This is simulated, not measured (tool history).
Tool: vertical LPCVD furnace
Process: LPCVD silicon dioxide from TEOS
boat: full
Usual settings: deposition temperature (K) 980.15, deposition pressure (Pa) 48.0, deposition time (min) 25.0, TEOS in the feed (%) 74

run	hour	deposition temperature (K)	deposition pressure (Pa)	deposition time (min)	TEOS in the feed (%)	wafers since the last listed run	hours since the last temperature calibration	hours since the pressure gauge was zeroed	hours since the TEOS flow controller was replaced	hours since the gauge calibration	read-back reference wafer on the same gauge, thickness	film thickness on the monitor wafer in the middle of the boat (angstrom)
1	0.0	980.15	48.0	25.0	74	0	1621.5	4977.0	5338.5	315.5	198.98	2658.2
2	25.9	980.15	48.0	25.0	74	540	1647.4	5002.9	5364.4	341.4	198.81	2654.4
3	84.4	980.15	48.0	25.0	74	1220	1705.9	5061.4	5422.9	399.9	199.12	2667.8
4	152.8	980.15	48.0	25.0	74	1426	1774.3	5129.8	5491.3	468.3	198.53	2669.0
5	252.2	980.15	48.0	20.0	64	2073	1873.7	5229.2	5590.7	567.7	199.48	1983.7
6	314.9	980.15	48.0	20.0	64	1308	1936.4	5291.9	5653.4	630.4	198.30	1982.4
7	345.4	974.15	48.0	25.0	74	636	1966.9	5322.4	5683.9	660.9	198.82	2336.9
# hour 378.3: pressure gauge zeroed
8	395.9	974.15	48.0	25.0	74	552	2017.4	17.6	5734.4	711.4	199.13	2348.7
9	438.8	974.15	48.0	25.0	74	895	2060.3	60.5	5777.3	754.3	199.20	2360.8
# hour 473.5: gauge calibrated
10	487.5	973.15	48.0	25.0	74	1016	2109.0	109.2	5826.0	14.0	198.69	2302.0
11	548.6	980.15	48.0	25.0	63	1274	2170.1	170.3	5887.1	75.1	199.49	2516.4
# hour 598.4: thermocouples replaced and temperature profile calibrated
# hour 620.8: TEOS flow controller replaced
12	621.3	980.15	37.3	25.0	74	549	22.9	243.0	0.5	147.8	198.71	2156.7
13	643.1	980.15	40.0	34.5	74	454	44.7	264.8	22.3	169.6	198.83	3108.9
14	706.8	980.15	48.0	25.0	63	1328	108.4	328.5	86.0	233.3	199.44	2276.8
15	760.9	980.15	55.3	25.0	63	1128	162.5	382.6	140.1	287.4	199.30	2465.1
16	810.0	980.15	55.3	25.0	74	1024	211.6	431.7	189.2	336.5	199.03	2682.9
17	835.8	977.15	55.3	28.0	80	538	237.4	457.5	215.0	362.3	199.46	2928.3
18	890.3	980.15	48.0	21.0	74	1137	291.9	512.0	269.5	416.8	198.51	2104.5
19	930.7	980.15	48.0	25.0	74	842	332.3	552.4	309.9	457.2	198.92	2488.7
20	994.2	980.15	48.0	25.0	63	1324	395.8	615.9	373.4	520.7	199.19	2281.0

3 ways to go on from here, each from the tool as it stands after run 20. What would each give?
A	997.7	980.15	48.0	25.0	74	73	399.3	619.4	376.9	524.2	?	?
B	997.7	971.15	48.0	30.5	65	73	399.3	619.4	376.9	524.2	?	?
C	997.7	987.15	40.7	20.5	65	73	399.3	619.4	376.9	524.2	?	?

run	read-back reference wafer on the same gauge, thickness	film thickness on the monitor wafer in the middle of the boat (angstrom)
A	198.75	2507.3
B	198.75	2328.9
C	198.75	2079.2
Without the tool's hidden state the same runs would have given:
run	film thickness on the monitor wafer in the middle of the boat (angstrom)
A	2448.3
B	2273.2
C	2031.0

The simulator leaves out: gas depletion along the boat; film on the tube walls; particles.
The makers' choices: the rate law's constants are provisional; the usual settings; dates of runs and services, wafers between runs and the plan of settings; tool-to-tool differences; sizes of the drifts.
